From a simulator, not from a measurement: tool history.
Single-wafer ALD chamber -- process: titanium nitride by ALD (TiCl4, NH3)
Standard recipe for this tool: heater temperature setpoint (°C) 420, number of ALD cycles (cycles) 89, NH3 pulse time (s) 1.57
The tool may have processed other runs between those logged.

run,hour,heater temperature setpoint (°C),number of ALD cycles (cycles),NH3 pulse time (s),wafers since the last listed run,hours since the last thermocouple change,hours since the showerhead was replaced,hours since the gauge calibration,"read-back reference wafer on the same gauge, thickness_nm",mean film thickness on the monitor wafer (Å)
1,0.0,420,89,1.57,0,2161.5,4264.7,642.4,1.979,17.03
2,50.0,420,89,1.57,176,2211.5,4314.7,692.4,1.981,17.15
3,117.6,420,94,1.57,238,2279.1,4382.3,760.0,1.982,18.03
4,165.2,420,94,1.57,167,2326.7,4429.9,807.6,1.980,18.04
5,226.6,420,94,1.57,216,2388.1,4491.3,869.0,1.980,18.00
6,284.3,420,89,1.57,203,2445.8,4549.0,926.7,1.985,17.08
7,330.3,420,89,1.57,162,2491.8,4595.0,972.7,1.987,17.10
# hour 371.9: thermocouple changed; heater temperature recalibrated
8,385.7,420,89,1.71,166,13.8,4650.4,1028.1,1.988,17.21
# hour 464.3: showerhead replaced
9,464.8,420,89,1.71,250,92.9,0.5,1107.2,1.990,17.19
10,484.4,415,89,1.57,69,112.5,20.1,1126.8,1.992,17.23
11,530.7,420,89,1.08,163,158.8,66.4,1173.1,1.993,16.89
12,570.7,420,89,1.57,140,198.8,106.4,1213.1,1.996,17.19
13,622.0,425,79,1.57,180,250.1,157.7,1264.4,1.999,15.31
14,647.6,410,89,1.26,90,275.7,183.3,1290.0,1.997,17.00
# hour 686.4: gauge calibrated
15,686.4,420,89,2.15,136,314.5,222.1,0.0,1.974,17.23
16,846.7,432,89,1.57,564,474.8,382.4,160.3,1.974,17.11
17,882.6,420,89,2.01,126,510.7,418.3,196.2,1.975,17.22
18,918.9,420,89,1.57,127,547.0,454.6,232.5,1.975,17.03
19,982.0,420,75,1.57,222,610.1,517.7,295.6,1.977,14.36
20,1192.7,420,75,1.57,742,820.8,728.4,506.3,1.978,14.34
21,1222.1,413,75,1.36,103,850.2,757.8,535.7,1.981,14.22

Results for each run, recomputed without the tool's hidden state and with each run's random variation untouched:
The hidden state here: wafer temperature above the value expected at the setpoint (K); gauge reads high (%).
run,mean film thickness on the monitor wafer (Å)
1,16.97
2,17.08
3,17.94
4,17.94
5,17.89
6,16.95
7,16.96
8,17.05
9,17.01
10,17.04
11,16.69
12,16.98
13,15.10
14,16.76
15,17.18
16,17.07
17,17.17
18,16.98
19,14.32
20,14.27
21,14.15

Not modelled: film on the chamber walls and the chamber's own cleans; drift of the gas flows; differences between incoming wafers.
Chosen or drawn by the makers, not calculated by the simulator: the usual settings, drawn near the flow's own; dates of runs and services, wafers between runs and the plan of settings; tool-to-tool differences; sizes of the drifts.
